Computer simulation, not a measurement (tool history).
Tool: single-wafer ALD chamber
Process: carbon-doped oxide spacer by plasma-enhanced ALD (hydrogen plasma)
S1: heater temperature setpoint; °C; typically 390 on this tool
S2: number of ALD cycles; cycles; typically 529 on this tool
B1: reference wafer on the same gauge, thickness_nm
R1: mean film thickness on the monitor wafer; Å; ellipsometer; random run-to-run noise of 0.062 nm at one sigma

| run | hour | S1 | S2 | B1 | R1 |
|---|---|---|---|---|---|
| 1 | 0 | 390 | 610 | 23.787 | 283.24 |
| 2 | 71.8 | 390 | 610 | 23.755 | 283.54 |
|  | 122.6 | gauge calibrated |
| 3 | 157.4 | 390 | 563 | 23.991 | 264.72 |
| 4 | 220.6 | 390 | 563 | 23.961 | 263.39 |
| 5 | 293.3 | 383 | 529 | 23.934 | 248.34 |
| 6 | 366.5 | 383 | 529 | 23.924 | 247.05 |
|  | 430.1 | thermocouple changed; heater temperature recalibrated |
| 7 | 430.6 | 395 | 529 | 23.89 | 247.58 |
| 8 | 477 | 395 | 529 | 23.881 | 247.03 |
| 9 | 526.7 | 395 | 529 | 23.838 | 247.05 |
| 10 | 582.8 | 384 | 612 | 23.829 | 284.91 |
| 11 | 654.2 | 399 | 496 | 23.805 | 230.92 |
| 12 | 692.7 | 390 | 529 | 23.783 | 247.69 |
| 13 | 757.1 | 382 | 468 | 23.763 | 217.79 |
| 14 | 843.3 | 390 | 577 | 23.746 | 268.75 |
|  | 857.8 | gauge calibrated |
| 15 | 913.5 | 397 | 586 | 23.994 | 273.81 |
| 16 | 952 | 398 | 436 | 23.984 | 204.61 |
| 17 | 1056.6 | 403 | 568 | 23.942 | 264.53 |
| 18 | 1139.9 | 390 | 529 | 23.903 | 248.32 |

5 options for the next run, each taken on its own from the tool as it stands now. Forecast them:
| A | 1141.1 | 390 | 529 | ? | ? |
| B | 1141.1 | 404 | 529 | ? | ? |
| C | 1141.1 | 383 | 575 | ? | ? |
| D | 1141.1 | 383 | 470 | ? | ? |
| E | 1141.1 | 397 | 559 | ? | ? |

| run | B1 | R1 |
|---|---|---|
| A | 23.906 | 248.27 |
| B | 23.906 | 246.55 |
| C | 23.906 | 269.86 |
| D | 23.906 | 220.58 |
| E | 23.906 | 262.35 |
Had the tool no hidden state, the same runs would have come out as:
| run | R1 |
|---|---|
| A | 249.25 |
| B | 247.51 |
| C | 270.92 |
| D | 221.45 |
| E | 263.38 |
